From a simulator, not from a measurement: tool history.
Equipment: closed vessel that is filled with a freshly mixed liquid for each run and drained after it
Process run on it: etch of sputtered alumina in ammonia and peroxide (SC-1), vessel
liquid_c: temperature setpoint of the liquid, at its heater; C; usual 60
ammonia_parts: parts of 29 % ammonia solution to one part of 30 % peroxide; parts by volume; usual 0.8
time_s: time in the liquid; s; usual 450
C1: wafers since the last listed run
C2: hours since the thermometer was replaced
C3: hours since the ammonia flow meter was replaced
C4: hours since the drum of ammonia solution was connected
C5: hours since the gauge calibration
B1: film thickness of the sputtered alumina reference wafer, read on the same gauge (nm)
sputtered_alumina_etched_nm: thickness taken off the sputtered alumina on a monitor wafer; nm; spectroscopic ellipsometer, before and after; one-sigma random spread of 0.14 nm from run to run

{"run": 1, "hour": 0.0, "liquid_c": 60, "ammonia_parts": 0.8, "time_s": 450, "C1": 0, "C2": 909.9, "C3": 548, "C4": 261.9, "C5": 1336.6, "B1": 41.08, "sputtered_alumina_etched_nm": 35.29}
{"run": 2, "hour": 44.6, "liquid_c": 60, "ammonia_parts": 0.8, "time_s": 450, "C1": 3042, "C2": 954.5, "C3": 592.6, "C4": 306.5, "C5": 1381.2, "B1": 41.12, "sputtered_alumina_etched_nm": 35.54}
{"run": 3, "hour": 141.0, "liquid_c": 60, "ammonia_parts": 0.8, "time_s": 450, "C1": 6576, "C2": 1050.9, "C3": 689, "C4": 402.9, "C5": 1477.6, "B1": 41.13, "sputtered_alumina_etched_nm": 35.53}
{"hour": 175.6, "done": "ammonia flow meter replaced"}
{"run": 4, "hour": 235.2, "liquid_c": 60, "ammonia_parts": 0.8, "time_s": 450, "C1": 6358, "C2": 1145.1, "C3": 59.6, "C4": 497.1, "C5": 1571.8, "B1": 41.18, "sputtered_alumina_etched_nm": 35.36}
{"run": 5, "hour": 427.0, "liquid_c": 60, "ammonia_parts": 0.8, "time_s": 450, "C1": 13085, "C2": 1336.9, "C3": 251.4, "C4": 688.9, "C5": 1763.6, "B1": 41.24, "sputtered_alumina_etched_nm": 35.71}
{"hour": 457.1, "done": "new drum of ammonia solution connected"}
{"hour": 517.8, "done": "gauge calibrated"}
{"run": 6, "hour": 530.3, "liquid_c": 60, "ammonia_parts": 0.95, "time_s": 450, "C1": 6979, "C2": 1440.2, "C3": 354.7, "C4": 73.2, "C5": 12.5, "B1": 40.23, "sputtered_alumina_etched_nm": 35.08}
{"run": 7, "hour": 575.0, "liquid_c": 60, "ammonia_parts": 0.95, "time_s": 450, "C1": 3049, "C2": 1484.9, "C3": 399.4, "C4": 117.9, "C5": 57.2, "B1": 40.31, "sputtered_alumina_etched_nm": 35.14}
{"run": 8, "hour": 679.9, "liquid_c": 60, "ammonia_parts": 0.8, "time_s": 450, "C1": 7156, "C2": 1589.8, "C3": 504.3, "C4": 222.8, "C5": 162.1, "B1": 40.57, "sputtered_alumina_etched_nm": 34.81}
{"run": 9, "hour": 722.7, "liquid_c": 63.5, "ammonia_parts": 0.4, "time_s": 275, "C1": 2920, "C2": 1632.6, "C3": 547.1, "C4": 265.6, "C5": 204.9, "B1": 40.62, "sputtered_alumina_etched_nm": 23.83}
{"run": 10, "hour": 775.8, "liquid_c": 60, "ammonia_parts": 0.8, "time_s": 450, "C1": 3622, "C2": 1685.7, "C3": 600.2, "C4": 318.7, "C5": 258, "B1": 40.69, "sputtered_alumina_etched_nm": 34.75}
{"hour": 777.9, "done": "ammonia flow meter replaced"}
{"hour": 780.5, "done": "thermometer replaced"}
{"run": 11, "hour": 882.0, "liquid_c": 54, "ammonia_parts": 1.1, "time_s": 450, "C1": 7109, "C2": 101.5, "C3": 104.1, "C4": 424.9, "C5": 364.2, "B1": 40.91, "sputtered_alumina_etched_nm": 26.41}
{"run": 12, "hour": 989.4, "liquid_c": 60, "ammonia_parts": 0.8, "time_s": 450, "C1": 7327, "C2": 208.9, "C3": 211.5, "C4": 532.3, "C5": 471.6, "B1": 40.98, "sputtered_alumina_etched_nm": 35.35}
{"run": 13, "hour": 1037.4, "liquid_c": 67.5, "ammonia_parts": 0.6, "time_s": 595, "C1": 3274, "C2": 256.9, "C3": 259.5, "C4": 580.3, "C5": 519.6, "B1": 41.02, "sputtered_alumina_etched_nm": 66.5}
{"run": 14, "hour": 1081.6, "liquid_c": 60, "ammonia_parts": 0.8, "time_s": 450, "C1": 3015, "C2": 301.1, "C3": 303.7, "C4": 624.5, "C5": 563.8, "B1": 41.11, "sputtered_alumina_etched_nm": 35.21}
{"run": 15, "hour": 1158.4, "liquid_c": 51.5, "ammonia_parts": 0.8, "time_s": 450, "C1": 5239, "C2": 377.9, "C3": 380.5, "C4": 701.3, "C5": 640.6, "B1": 41.18, "sputtered_alumina_etched_nm": 22.55}
{"hour": 1183.4, "done": "new drum of ammonia solution connected"}
{"run": 16, "hour": 1433.8, "liquid_c": 60, "ammonia_parts": 0.8, "time_s": 450, "C1": 18720, "C2": 653.3, "C3": 655.9, "C4": 250.4, "C5": 916, "B1": 41.4, "sputtered_alumina_etched_nm": 35.49}
{"hour": 1472.2, "done": "ammonia flow meter replaced"}
{"run": 17, "hour": 1677.5, "liquid_c": 56, "ammonia_parts": 0.5, "time_s": 195, "C1": 16558, "C2": 897, "C3": 205.3, "C4": 494.1, "C5": 1159.7, "B1": 41.5, "sputtered_alumina_etched_nm": 12.05}
{"run": 18, "hour": 1782.2, "liquid_c": 69.5, "ammonia_parts": 0.8, "time_s": 450, "C1": 7143, "C2": 1001.7, "C3": 310, "C4": 598.8, "C5": 1264.4, "B1": 41.53, "sputtered_alumina_etched_nm": 57.09}
{"run": 19, "hour": 1835.4, "liquid_c": 68.5, "ammonia_parts": 0.9, "time_s": 180, "C1": 3629, "C2": 1054.9, "C3": 363.2, "C4": 652, "C5": 1317.6, "B1": 41.59, "sputtered_alumina_etched_nm": 22.08}
{"hour": 1969.7, "done": "new drum of ammonia solution connected"}
{"run": 20, "hour": 2016.2, "liquid_c": 60, "ammonia_parts": 1.2, "time_s": 450, "C1": 12266, "C2": 1235.7, "C3": 544, "C4": 46.5, "C5": 1498.4, "B1": 41.58, "sputtered_alumina_etched_nm": 37.38}
{"run": 21, "hour": 2082.5, "liquid_c": 60, "ammonia_parts": 0.8, "time_s": 450, "C1": 4523, "C2": 1302, "C3": 610.3, "C4": 112.8, "C5": 1564.7, "B1": 41.61, "sputtered_alumina_etched_nm": 35.93}
{"run": 22, "hour": 2148.1, "liquid_c": 65, "ammonia_parts": 0.8, "time_s": 335, "C1": 4475, "C2": 1367.6, "C3": 675.9, "C4": 178.4, "C5": 1630.3, "B1": 41.64, "sputtered_alumina_etched_nm": 34.29}
{"run": 23, "hour": 2247.4, "liquid_c": 50.5, "ammonia_parts": 0.95, "time_s": 450, "C1": 6774, "C2": 1466.9, "C3": 775.2, "C4": 277.7, "C5": 1729.6, "B1": 41.69, "sputtered_alumina_etched_nm": 21.92}
{"hour": 2251.7, "done": "ammonia flow meter replaced"}
{"run": 24, "hour": 2287.1, "liquid_c": 57.5, "ammonia_parts": 0.8, "time_s": 230, "C1": 2640, "C2": 1506.6, "C3": 35.4, "C4": 317.4, "C5": 1769.3, "B1": 41.66, "sputtered_alumina_etched_nm": 16.08}
{"run": 25, "hour": 2333.6, "liquid_c": 66, "ammonia_parts": 0.8, "time_s": 450, "C1": 3172, "C2": 1553.1, "C3": 81.9, "C4": 363.9, "C5": 1815.8, "B1": 41.73, "sputtered_alumina_etched_nm": 48.64}
{"hour": 2354.9, "done": "thermometer replaced"}
{"run": 26, "hour": 2433.4, "liquid_c": 64.5, "ammonia_parts": 1, "time_s": 290, "C1": 6740, "C2": 78.5, "C3": 181.7, "C4": 463.7, "C5": 1915.6, "B1": 41.71, "sputtered_alumina_etched_nm": 29.55}
{"run": 27, "hour": 2521.1, "liquid_c": 64.5, "ammonia_parts": 1, "time_s": 290, "C1": 5983, "C2": 166.2, "C3": 269.4, "C4": 551.4, "C5": 2003.3, "B1": 41.67, "sputtered_alumina_etched_nm": 29.4}
{"run": 28, "hour": 2559.4, "liquid_c": 54.5, "ammonia_parts": 0.8, "time_s": 215, "C1": 2613, "C2": 204.5, "C3": 307.7, "C4": 589.7, "C5": 2041.6, "B1": 41.69, "sputtered_alumina_etched_nm": 12.86}

Below are 4 alternative next runs, each starting from the tool's condition after run 28. Predict each:
{"run": "A", "hour": 2560.2, "liquid_c": 60, "ammonia_parts": 0.55, "time_s": 450, "C1": 54, "C2": 205.3, "C3": 308.5, "C4": 590.5, "C5": 2042.4, "B1": "?", "sputtered_alumina_etched_nm": "?"}
{"run": "B", "hour": 2560.2, "liquid_c": 68, "ammonia_parts": 0.8, "time_s": 540, "C1": 54, "C2": 205.3, "C3": 308.5, "C4": 590.5, "C5": 2042.4, "B1": "?", "sputtered_alumina_etched_nm": "?"}
{"run": "C", "hour": 2560.2, "liquid_c": 55, "ammonia_parts": 0.55, "time_s": 625, "C1": 54, "C2": 205.3, "C3": 308.5, "C4": 590.5, "C5": 2042.4, "B1": "?", "sputtered_alumina_etched_nm": "?"}
{"run": "D", "hour": 2560.2, "liquid_c": 60, "ammonia_parts": 0.8, "time_s": 635, "C1": 54, "C2": 205.3, "C3": 308.5, "C4": 590.5, "C5": 2042.4, "B1": "?", "sputtered_alumina_etched_nm": "?"}

run=A B1=41.73 sputtered_alumina_etched_nm=34.68
run=B B1=41.73 sputtered_alumina_etched_nm=64.29
run=C B1=41.73 sputtered_alumina_etched_nm=37.1
run=D B1=41.73 sputtered_alumina_etched_nm=50.7
With the hidden condition removed and each run's random variation left untouched, the same runs would have given:
run=A sputtered_alumina_etched_nm=33.25
run=B sputtered_alumina_etched_nm=61.65
run=C sputtered_alumina_etched_nm=35.57
run=D sputtered_alumina_etched_nm=48.61
